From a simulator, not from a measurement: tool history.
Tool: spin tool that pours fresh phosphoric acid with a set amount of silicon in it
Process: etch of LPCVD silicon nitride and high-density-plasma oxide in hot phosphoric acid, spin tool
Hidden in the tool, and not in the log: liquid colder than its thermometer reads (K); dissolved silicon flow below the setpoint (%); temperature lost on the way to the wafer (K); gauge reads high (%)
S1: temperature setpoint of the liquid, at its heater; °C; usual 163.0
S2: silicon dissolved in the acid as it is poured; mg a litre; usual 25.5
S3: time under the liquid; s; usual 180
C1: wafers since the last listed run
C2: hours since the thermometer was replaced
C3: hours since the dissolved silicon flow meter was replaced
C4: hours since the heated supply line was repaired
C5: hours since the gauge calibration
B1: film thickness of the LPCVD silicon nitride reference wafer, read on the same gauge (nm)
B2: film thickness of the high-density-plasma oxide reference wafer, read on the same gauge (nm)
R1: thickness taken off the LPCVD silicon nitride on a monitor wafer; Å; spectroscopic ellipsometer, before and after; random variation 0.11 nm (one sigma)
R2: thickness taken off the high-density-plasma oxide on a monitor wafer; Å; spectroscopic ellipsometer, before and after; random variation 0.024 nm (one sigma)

run	hour	S1	S2	S3	C1	C2	C3	C4	C5	B1	B2	R1	R2
1	0.0	163.0	11.5	180	0	1189.0	1301.7	3636.1	174.9	119.99	40.005	141.2	6.06
2	19.1	163.0	25.5	180	77	1208.1	1320.8	3655.2	194.0	120.02	39.993	139.5	4.09
3	46.6	163.0	25.5	180	111	1235.6	1348.3	3682.7	221.5	120.04	39.988	138.5	4.10
4	67.3	163.0	25.5	180	84	1256.3	1369.0	3703.4	242.2	120.04	40.012	140.2	4.14
# hour 87.2: thermometer replaced
5	100.9	163.0	25.5	180	132	13.7	1402.6	3737.0	275.8	120.00	40.005	153.7	4.74
# hour 111.5: gauge calibrated
6	128.4	163.0	25.5	180	111	41.2	1430.1	3764.5	16.9	120.01	40.023	153.6	4.84
7	158.8	163.0	25.5	180	123	71.6	1460.5	3794.9	47.3	119.99	40.021	150.8	4.84
8	174.6	163.0	25.5	180	64	87.4	1476.3	3810.7	63.1	119.95	39.986	152.4	5.01
9	208.1	163.0	25.5	180	136	120.9	1509.8	3844.2	96.6	120.00	40.001	151.3	5.01
10	225.2	161.0	8.5	180	69	138.0	1526.9	3861.3	113.7	120.04	40.003	141.7	7.19
11	238.3	163.0	25.5	180	53	151.1	1540.0	3874.4	126.8	119.99	40.004	151.6	4.81
12	268.7	161.5	25.5	180	123	181.5	1570.4	3904.8	157.2	119.99	40.001	143.3	4.39
13	283.8	163.0	25.5	180	61	196.6	1585.5	3919.9	172.3	119.98	39.981	148.7	5.07
# hour 293.8: heated supply line repaired
# hour 302.3: dissolved silicon flow meter replaced
14	315.8	163.0	25.5	180	122	228.6	13.5	22.0	204.3	119.99	40.000	152.2	5.40
15	329.2	163.0	38.0	180	54	242.0	26.9	35.4	217.7	119.99	40.028	149.1	2.95
16	341.4	162.0	25.5	180	49	254.2	39.1	47.6	229.9	119.96	39.997	144.4	4.69
17	363.9	165.0	6.0	180	91	276.7	61.6	70.1	252.4	119.98	39.981	161.9	10.06
18	381.2	165.5	10.5	70	70	294.0	78.9	87.4	269.7	120.02	40.002	63.1	3.45
# hour 401.8: gauge calibrated
19	407.3	164.5	25.5	140	106	320.1	105.0	113.5	5.5	119.97	39.996	122.4	4.50
20	442.7	161.5	17.0	85	144	355.5	140.4	148.9	40.9	120.03	40.017	67.3	2.73

5 ways to go on from here, each from the tool as it stands after run 20. What would each give?
A	443.2	163.0	43.5	180	2	356.0	140.9	149.4	41.4	?	?	?	?
B	443.2	163.0	38.0	70	2	356.0	140.9	149.4	41.4	?	?	?	?
C	443.2	162.0	31.5	180	2	356.0	140.9	149.4	41.4	?	?	?	?
D	443.2	161.5	10.5	180	2	356.0	140.9	149.4	41.4	?	?	?	?
E	443.2	165.5	25.5	285	2	356.0	140.9	149.4	41.4	?	?	?	?

run	B1	B2	R1	R2
A	120.01	40.009	148.8	1.86
B	120.01	40.009	57.9	1.07
C	120.01	40.009	143.9	3.53
D	120.01	40.009	141.6	6.44
E	120.01	40.009	255.9	9.06
Without the tool's hidden state the same runs would have given:
run	R1	R2
A	153.6	1.99
B	59.7	1.15
C	148.6	3.78
D	146.1	6.90
E	264.1	9.70
